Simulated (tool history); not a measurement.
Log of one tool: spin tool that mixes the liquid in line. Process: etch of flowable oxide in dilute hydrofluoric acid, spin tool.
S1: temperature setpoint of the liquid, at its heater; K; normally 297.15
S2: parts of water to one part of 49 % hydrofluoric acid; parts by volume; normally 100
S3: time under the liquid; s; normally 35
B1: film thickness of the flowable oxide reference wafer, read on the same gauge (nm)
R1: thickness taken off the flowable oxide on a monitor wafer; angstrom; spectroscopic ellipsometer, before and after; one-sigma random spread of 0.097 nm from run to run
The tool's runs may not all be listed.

run 1 hour=0 | S1=297.15 S2=135 S3=35 | B1=145.3 | R1=96.5
run 2 hour=84.1 | S1=297.15 S2=135 S3=35 | B1=144.79 | R1=95.4
run 3 hour=189.1 | S1=297.15 S2=135 S3=35 | B1=144.26 | R1=94.9
run 4 hour=278.6 | S1=297.15 S2=100 S3=35 | B1=143.91 | R1=133.8
run 5 hour=531.8 | S1=297.15 S2=100 S3=35 | B1=143.28 | R1=132.9
run 6 hour=571.7 | S1=297.15 S2=100 S3=25 | B1=143.23 | R1=95.2
run 7 hour=637.7 | S1=297.15 S2=100 S3=35 | B1=143.14 | R1=131.2
run 8 hour=683.4 | S1=295.15 S2=65 S3=20 | B1=143.06 | R1=111
run 9 hour=752.6 | S1=299.65 S2=130 S3=35 | B1=142.99 | R1=108.8
run 10 hour=846.6 | S1=294.15 S2=100 S3=35 | B1=142.91 | R1=116.7
run 11 hour=892.9 | S1=292.15 S2=60 S3=15 | B1=142.87 | R1=80
run 12 hour=970 | S1=297.15 S2=100 S3=35 | B1=147.43 | R1=135.6
run 13 hour=1055 | S1=297.15 S2=100 S3=35 | B1=146.22 | R1=135.5
run 14 hour=1128.2 | S1=294.65 S2=100 S3=25 | B1=145.41 | R1=87.4
run 15 hour=1177.8 | S1=300.65 S2=100 S3=35 | B1=144.91 | R1=153

Between the runs listed above, the log contained 3 entries, not reproduced here. Where in the sequence does each belong, and how does what the log doesn't record of the tool's condition differ from the listed run before to the listed run after?
In the gap between runs 8 and 9: hydrofluoric acid flow meter replaced (hour 726.4)
  gauge reads high (%): -4.62 -> -4.67
  measured less the result without the state, R1: -5.4 -> -5.3 angstrom
In the gap between runs 11 and 12: gauge calibrated (hour 894.8); thermometer replaced (hour 897.5)
  gauge reads high (%): -4.75 -> -1.71
  measured less the result without the state, R1: -3.9 -> -2.3 angstrom
